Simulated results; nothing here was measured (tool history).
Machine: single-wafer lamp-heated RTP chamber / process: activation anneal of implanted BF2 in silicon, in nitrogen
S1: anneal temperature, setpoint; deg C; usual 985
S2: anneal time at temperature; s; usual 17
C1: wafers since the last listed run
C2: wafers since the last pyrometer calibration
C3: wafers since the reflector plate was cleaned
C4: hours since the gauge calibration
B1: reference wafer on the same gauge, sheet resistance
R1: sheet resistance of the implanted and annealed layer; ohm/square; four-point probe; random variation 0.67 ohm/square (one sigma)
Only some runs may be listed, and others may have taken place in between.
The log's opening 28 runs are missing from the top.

run    hour    S1  S2    C1    C2    C3      C4      B1      R1
 29  2363.2   985  10   318  7957  8249  1075.6  355.06  356.35
     2410.2  -- pyrometer window cleaned and pyrometer calibrated
 30  2415.1   995  10   352    39  8602  1127.5  355.16  353.42
     2474.6  -- reflector plate cleaned
 31  2522.5   970  26   798   838   385  1234.9  355.12  361.63
 32  2798.7   963  17  2219  3057  2604  1511.1  354.88  370.28
 33  2882.9  1012  20   676  3733  3281  1595.3  354.98  351.40
 34  2934.3   972  14   413  4146  3694  1646.7  354.87  363.37
 35  3014.7   996  23   646  4792  4340  1727.1  354.81  352.55
 36  3063.8   985  17   394  5187  4734  1776.2  355.19  356.29

Consider 5 possible next runs. They are alternatives, not a sequence: every one starts from the tool as it was left by run 36. What does each give?
  A  3064.2   994  17   3  5190  4737  1776.6   ?   ?
  B  3064.2  1012  14   3  5190  4737  1776.6   ?   ?
  C  3064.2  1001  25   3  5190  4737  1776.6   ?   ?
  D  3064.2   985  13   3  5190  4737  1776.6   ?   ?
  E  3064.2   993  14   3  5190  4737  1776.6   ?   ?

run      B1      R1
  A  355.14  352.39
  B  355.14  350.71
  C  355.14  349.58
  D  355.14  355.72
  E  355.14  353.32
With no hidden state in the tool, these same runs would have given:
run      R1
  A  353.21
  B  351.06
  C  350.18
  D  357.08
  E  354.22
